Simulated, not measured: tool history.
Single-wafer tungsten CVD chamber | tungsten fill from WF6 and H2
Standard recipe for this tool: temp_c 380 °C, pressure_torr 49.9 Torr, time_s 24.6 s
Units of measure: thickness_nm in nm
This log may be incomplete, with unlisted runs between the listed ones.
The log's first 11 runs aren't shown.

run	hour	temp_c	pressure_torr	time_s	wafers since the last listed run	hours since the last thermocouple change	hours since the last manometer calibration	hours since the showerhead was replaced	hours since the gauge calibration	read-back reference wafer on the same gauge, thickness_nm	thickness_nm
12	1072.9	380	49.9	24.6	1725	107.3	607	2159.5	2677	69.147	62.31
13	1147.3	380	49.9	24.6	1202	181.7	681.4	2233.9	2751.4	69.111	62.715
14	1244.8	380	49.9	24.6	1575	279.2	778.9	2331.4	2848.9	69.119	62.66
# hour 1249.7: gauge calibrated
15	1301	380	53.5	24.6	908	335.4	835.1	2387.6	51.3	69.076	65.232
16	1391	380	53.5	24.6	1454	425.4	925.1	2477.6	141.3	69.11	65.009
17	1449.5	367	46.4	28.9	945	483.9	983.6	2536.1	199.8	69.112	52.113
18	1487.1	366	53.7	24.6	607	521.5	1021.2	2573.7	237.4	69.04	46.611
19	1584.2	391	54.7	24.6	1568	618.6	1118.3	2670.8	334.5	69.064	83.994
# hour 1632.9: showerhead replaced
20	1647	390	41	25.9	885	681.4	1181.1	14.1	397.3	69.116	75.065
21	1749.6	380	49.9	24.6	1657	784	1283.7	116.7	499.9	69.092	63.059
22	1805.3	380	49.9	28.3	899	839.7	1339.4	172.4	555.6	69.095	72.829
23	1848.8	375	49.9	24.6	702	883.2	1382.9	215.9	599.1	69.09	56.402
# hour 1965.7: thermocouple changed; heater temperature recalibrated
# hour 2133.2: capacitance manometer re-zeroed and calibrated
24	2149.4	380	53.3	24.6	4598	183.7	16.2	516.5	899.7	69.116	65.13
25	2222.3	392	39	24.6	1177	256.6	89.1	589.4	972.6	69.116	72.879
26	2321.4	380	49.9	24.6	1601	355.7	188.2	688.5	1071.7	69.073	63.603
27	2520.5	380	49.9	24.6	3216	554.8	387.3	887.6	1270.8	69.066	62.939
28	2640.1	380	53.5	24.6	1932	674.4	506.9	1007.2	1390.4	69.141	65.71
29	2709	385	40	26.4	1113	743.3	575.8	1076.1	1459.3	69.117	67.666
30	2752.6	387	61.9	24.6	704	786.9	619.4	1119.7	1502.9	69.081	82.497
31	2808.7	380	49.9	24.6	906	843	675.5	1175.8	1559	69.081	63.214
32	2858.2	366	49.9	29.1	799	892.5	725	1225.3	1608.5	69.124	53.641

Branching from run 32: 5 alternative next runs. What would each branch give?
A	2858.6	380	37.8	24.6	6	892.9	725.4	1225.7	1608.9	?	?
B	2858.6	366	37.8	22.9	6	892.9	725.4	1225.7	1608.9	?	?
C	2858.6	380	61.7	22.4	6	892.9	725.4	1225.7	1608.9	?	?
D	2858.6	387	57.2	22.5	6	892.9	725.4	1225.7	1608.9	?	?
E	2858.6	373	49.9	27.5	6	892.9	725.4	1225.7	1608.9	?	?

run	read-back reference wafer on the same gauge, thickness_nm	thickness_nm
A	69.117	54.438
B	69.117	36.252
C	69.117	63.907
D	69.117	72.47
E	69.117	59.915
Had the tool no hidden state, the same runs would have come out as:
run	thickness_nm
A	54.769
B	36.443
C	64.233
D	72.862
E	60.225
